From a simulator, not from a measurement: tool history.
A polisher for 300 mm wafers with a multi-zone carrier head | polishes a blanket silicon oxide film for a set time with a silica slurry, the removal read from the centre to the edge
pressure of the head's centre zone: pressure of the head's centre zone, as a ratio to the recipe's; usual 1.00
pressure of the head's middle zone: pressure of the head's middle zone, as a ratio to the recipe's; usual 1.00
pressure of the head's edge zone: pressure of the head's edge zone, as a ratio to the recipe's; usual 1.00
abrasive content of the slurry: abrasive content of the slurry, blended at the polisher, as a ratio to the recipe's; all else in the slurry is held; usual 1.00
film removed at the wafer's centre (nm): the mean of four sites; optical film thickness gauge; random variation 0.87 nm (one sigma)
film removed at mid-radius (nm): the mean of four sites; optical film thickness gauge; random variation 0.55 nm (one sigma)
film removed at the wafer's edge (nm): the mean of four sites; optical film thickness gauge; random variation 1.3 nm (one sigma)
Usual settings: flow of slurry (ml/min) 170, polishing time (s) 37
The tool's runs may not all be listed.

run   hour  flow of slurry (ml/min)  pressure of the head's centre zone  pressure of the head's middle zone  pressure of the head's edge zone  abrasive content of the slurry  polishing time (s)  incoming thickness of the incoming film, nm  film removed at the wafer's centre (nm)  film removed at mid-radius (nm)  film removed at the wafer's edge (nm)
  1    0.0                      170                                1.00                                1.00                              1.00                            0.85                  32                                        926.9                                     82.6                             73.3                                   75.8
  2   14.8                      170                                1.00                                1.00                              1.00                            1.00                  37                                        911.7                                    103.1                             91.7                                   95.3
      19.7  -- centre zone pressure recalibrated
  3   28.4                      225                                1.00                                1.00                              1.10                            1.00                  44                                        918.3                                    112.3                            113.2                                  121.6
  4   44.4                      170                                0.95                                1.00                              1.00                            1.00                  37                                        914.6                                     87.1                             92.1                                   94.2
  5   60.7                      195                                1.00                                1.00                              1.04                            1.00                  37                                        913.4                                     93.2                             93.3                                   95.9
  6   73.6                      220                                1.04                                1.00                              0.89                            1.00                  37                                        924.9                                     99.2                             94.9                                   90.1
      76.0  -- slurry nozzle cleaned
  7   82.0                      170                                1.00                                1.00                              1.00                            1.00                  37                                        922.4                                     92.7                             92.1                                   93.4
  8   93.0                      135                                1.00                                1.00                              0.95                            1.00                  37                                        914.8                                     89.9                             89.0                                   89.4
  9  101.6                      170                                1.00                                1.00                              1.00                            1.00                  37                                        933.7                                     91.0                             92.2                                   94.8
 10  112.1                      115                                1.00                                0.93                              0.92                            1.00                  44                                        930.8                                    102.5                             97.5                                  102.1
 11  119.5                      170                                1.06                                1.00                              1.00                            1.00                  37                                        910.5                                     98.5                             91.1                                   95.8
     128.1  -- worn pad replaced by a new one, of another model than before
     134.1  -- carrier head's membrane replaced by a new one
 12  134.6                      150                                1.00                                1.00                              0.92                            1.00                  37                                        919.4                                     90.4                             88.8                                   90.2
 13  139.2                      205                                1.00                                1.00                              1.00                            1.25                  37                                        930.1                                    104.9                            102.2                                  106.4
 14  155.6                      170                                1.00                                1.00                              1.00                            1.00                  37                                        916.2                                     94.6                             92.2                                   94.9
 15  167.4                      135                                1.00                                1.00                              1.00                            1.00                  46                                        924.8                                    111.2                            108.7                                  112.8
 16  178.2                      170                                1.00                                1.00                              1.00                            1.00                  37                                        928.1                                     93.7                             91.2                                   95.6
 17  219.3                      140                                1.00                                0.94                              1.00                            1.00                  37                                        930.3                                     91.7                             84.5                                   91.0
 18  228.6                      170                                1.00                                1.00                              1.00                            1.15                  37                                        930.5                                    101.0                             97.8                                   99.9
 19  235.2                      120                                1.00                                1.00                              1.00                            1.10                  37                                        918.8                                     91.6                             87.9                                   93.1
 20  252.1                      170                                1.00                                1.00                              1.00                            0.90                  33                                        923.6                                     82.4                             78.6                                   79.9
 21  259.3                      170                                0.88                                1.00                              1.00                            1.00                  46                                        928.9                                    105.7                            115.2                                  115.9
 22  267.2                      150                                1.00                                0.88                              1.00                            1.00                  37                                        922.5                                     93.7                             81.0                                   91.9

The same runs without the tool's hidden state, with the same run-to-run variation:
The hidden state here: removal rate lost through wear of the pad, %; slurry flow missing at the pad, %; deviation of the centre zone's pressure from its setpoint, %; deviation of the edge zone's pressure from its setpoint, %.
run  film removed at the wafer's centre (nm)
  1                                     73.8
  2                                     91.8
  3                                    113.5
  4                                     87.7
  5                                     93.5
  6                                     99.1
  7                                     92.4
  8                                     89.3
  9                                     90.2
 10                                    101.4
 11                                     97.2
 12                                     88.8
 13                                    103.1
 14                                     92.5
 15                                    108.4
 16                                     91.1
 17                                     88.2
 18                                     97.0
 19                                     87.7
 20                                     78.6
 21                                    100.6
 22                                     89.0
film removed at mid-radius (nm): within 0.1 of the measured result in every run.
film removed at the wafer's edge (nm): as measured in every run.
